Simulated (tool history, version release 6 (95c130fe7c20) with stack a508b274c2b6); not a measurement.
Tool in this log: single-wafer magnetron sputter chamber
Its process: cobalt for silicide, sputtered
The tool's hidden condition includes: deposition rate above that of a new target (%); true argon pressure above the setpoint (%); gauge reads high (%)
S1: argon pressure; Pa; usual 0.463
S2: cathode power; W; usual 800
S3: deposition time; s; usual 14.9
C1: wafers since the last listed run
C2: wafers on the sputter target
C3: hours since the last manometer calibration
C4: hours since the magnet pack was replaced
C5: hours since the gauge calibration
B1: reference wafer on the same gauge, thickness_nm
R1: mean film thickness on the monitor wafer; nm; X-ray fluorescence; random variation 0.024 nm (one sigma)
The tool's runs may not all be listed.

Run 1, hour 0.0: usual settings; C1 0; C2 14261; C3 418.0; C4 7103.0; C5 3210.5; B1 5.464. Result: R1 5.715 nm.
Run 2, hour 106.9: usual settings; C1 4831; C2 19092; C3 524.9; C4 7209.9; C5 3317.4; B1 5.437. Result: R1 5.661 nm.
Run 3, hour 164.4: usual settings; C1 2598; C2 21691; C3 582.4; C4 7267.4; C5 3374.9; B1 5.441. Result: R1 5.697 nm.
Run 4, hour 255.2: usual settings but S2 850 W, S3 13.5 s; C1 4103; C2 25794; C3 673.2; C4 7358.2; C5 3465.7; B1 5.446. Result: R1 5.478 nm.
Run 5, hour 294.1: usual settings but S2 900 W; C1 1758; C2 27552; C3 712.1; C4 7397.1; C5 3504.6; B1 5.453. Result: R1 6.395 nm.
Run 6, hour 386.8: usual settings but S2 900 W; C1 4189; C2 31742; C3 804.8; C4 7489.8; C5 3597.3; B1 5.459. Result: R1 6.422 nm.
At hour 412.4: sputter target and shields replaced.
Run 7, hour 471.8: usual settings but S2 900 W; C1 3479; C2 2684; C3 889.8; C4 7574.8; C5 3682.3; B1 5.456. Result: R1 6.442 nm.
Run 8, hour 525.0: usual settings but S1 0.523 Pa, S2 950 W; C1 2404; C2 5088; C3 943.0; C4 7628.0; C5 3735.5; B1 5.454. Result: R1 6.659 nm.
Run 9, hour 811.8: usual settings but S1 0.523 Pa, S2 950 W; C1 12961; C2 18050; C3 1229.8; C4 7914.8; C5 4022.3; B1 5.455. Result: R1 6.704 nm.
Run 10, hour 898.8: usual settings; C1 3931; C2 21982; C3 1316.8; C4 8001.8; C5 4109.3; B1 5.441. Result: R1 5.801 nm.
At hour 908.0: gauge calibrated.
Run 11, hour 963.6: usual settings; C1 2928; C2 24911; C3 1381.6; C4 8066.6; C5 55.6; B1 5.454. Result: R1 5.799 nm.
At hour 978.7: magnet pack replaced.
Run 12, hour 1006.5: usual settings; C1 1577; C2 26488; C3 1424.5; C4 27.8; C5 98.5; B1 5.446. Result: R1 5.801 nm.
At hour 1045.5: sputter target and shields replaced.
Run 13, hour 1100.0: usual settings; C1 3864; C2 2461; C3 1518.0; C4 121.3; C5 192.0; B1 5.453. Result: R1 5.776 nm.
Run 14, hour 1207.7: usual settings but S1 0.387 Pa; C1 4867; C2 7328; C3 1625.7; C4 229.0; C5 299.7; B1 5.435. Result: R1 5.886 nm.
At hour 1256.8: capacitance manometer re-zeroed and calibrated.
Run 15, hour 1269.8: usual settings; C1 2445; C2 9773; C3 13.0; C4 291.1; C5 361.8; B1 5.454. Result: R1 5.718 nm.
Run 16, hour 1332.6: usual settings; C1 2838; C2 12611; C3 75.8; C4 353.9; C5 424.6; B1 5.446. Result: R1 5.660 nm.
Run 17, hour 1430.4: usual settings; C1 4420; C2 17031; C3 173.6; C4 451.7; C5 522.4; B1 5.456. Result: R1 5.656 nm.
Run 18, hour 1488.4: usual settings but S1 0.399 Pa, S2 900 W; C1 2621; C2 19653; C3 231.6; C4 509.7; C5 580.4; B1 5.448. Result: R1 6.516 nm.
Run 19, hour 1560.8: usual settings but S1 0.567 Pa; C1 3272; C2 22925; C3 304.0; C4 582.1; C5 652.8; B1 5.455. Result: R1 5.570 nm.
Run 20, hour 1623.2: usual settings but S1 0.513 Pa, S3 16.3 s; C1 2820; C2 25745; C3 366.4; C4 644.5; C5 715.2; B1 5.448. Result: R1 6.153 nm.
At hour 1716.7: sputter target and shields replaced.
Run 21, hour 1728.6: usual settings but S2 900 W, S3 16.3 s; C1 4401; C2 535; C3 471.8; C4 749.9; C5 820.6; B1 5.451. Result: R1 7.021 nm.
Run 22, hour 1804.2: usual settings; C1 3416; C2 3952; C3 547.4; C4 825.5; C5 896.2; B1 5.447. Result: R1 5.752 nm.
Run 23, hour 1843.5: usual settings but S1 0.322 Pa, S2 950 W, S3 12.7 s; C1 1776; C2 5728; C3 586.7; C4 864.8; C5 935.5; B1 5.451. Result: R1 5.986 nm.
Run 24, hour 2048.2: usual settings but S1 0.534 Pa, S2 600 W, S3 17.8 s; C1 9251; C2 14980; C3 791.4; C4 1069.5; C5 1140.2; B1 5.453. Result: R1 4.994 nm.
Run 25, hour 2094.1: usual settings but S1 0.540 Pa, S3 16.6 s; C1 2074; C2 17054; C3 837.3; C4 1115.4; C5 1186.1; B1 5.445. Result: R1 6.278 nm.
Run 26, hour 2164.0: usual settings but S2 700 W, S3 12.6 s; C1 3159; C2 20213; C3 907.2; C4 1185.3; C5 1256.0; B1 5.458. Result: R1 4.259 nm.
Run 27, hour 2248.6: usual settings but S1 0.513 Pa; C1 3823; C2 24037; C3 991.8; C4 1269.9; C5 1340.6; B1 5.458. Result: R1 5.666 nm.
At hour 2277.6: sputter target and shields replaced.
Run 28, hour 2338.3: usual settings; C1 3692; C2 2743; C3 1081.5; C4 1359.6; C5 1430.3; B1 5.445. Result: R1 5.737 nm.
Run 29, hour 2439.7: usual settings but S1 0.548 Pa, S3 14.1 s; C1 4582; C2 7325; C3 1182.9; C4 1461.0; C5 1531.7; B1 5.446. Result: R1 5.361 nm.
Run 30, hour 2490.1: usual settings but S1 0.321 Pa, S2 950 W, S3 12.2 s; C1 2277; C2 9603; C3 1233.3; C4 1511.4; C5 1582.1; B1 5.458. Result: R1 5.761 nm.
Run 31, hour 2571.1: usual settings but S1 0.609 Pa, S2 850 W, S3 13.7 s; C1 3660; C2 13264; C3 1314.3; C4 1592.4; C5 1663.1; B1 5.449. Result: R1 5.442 nm.
Run 32, hour 2651.7: usual settings but S2 600 W; C1 3642; C2 16907; C3 1394.9; C4 1673.0; C5 1743.7; B1 5.458. Result: R1 4.326 nm.
Run 33, hour 2742.2: usual settings; C1 4090; C2 20997; C3 1485.4; C4 1763.5; C5 1834.2; B1 5.450. Result: R1 5.770 nm.
At hour 2756.4: capacitance manometer re-zeroed and calibrated.
Run 34, hour 2844.3: usual settings but S1 0.322 Pa, S2 950 W, S3 12.7 s; C1 4252; C2 25249; C3 87.9; C4 1865.6; C5 1936.3; B1 5.457. Result: R1 5.963 nm.
Run 35, hour 2923.7: usual settings but S1 0.386 Pa; C1 3588; C2 28838; C3 167.3; C4 1945.0; C5 2015.7; B1 5.450. Result: R1 5.789 nm.

4 options for the next run, each taken on its own from the tool as it stands now. Forecast them:
Run A, hour 2924.1: usual settings but S3 16.9 s; C1 18; C2 28856; C3 167.7; C4 1945.4; C5 2016.1; B1 ?. Result: R1 ?.
Run B, hour 2924.1: usual settings but S1 0.610 Pa, S2 700 W; C1 18; C2 28856; C3 167.7; C4 1945.4; C5 2016.1; B1 ?. Result: R1 ?.
Run C, hour 2924.1: usual settings but S3 16.3 s; C1 18; C2 28856; C3 167.7; C4 1945.4; C5 2016.1; B1 ?. Result: R1 ?.
Run D, hour 2924.1: usual settings but S1 0.534 Pa, S2 850 W; C1 18; C2 28856; C3 167.7; C4 1945.4; C5 2016.1; B1 ?. Result: R1 ?.

run     B1     R1
  A  5.447  6.434
  B  5.447  4.780
  C  5.447  6.205
  D  5.447  5.918
Without the tool's hidden state the same runs would have given:
run     R1
  A  6.432
  B  4.778
  C  6.204
  D  5.916
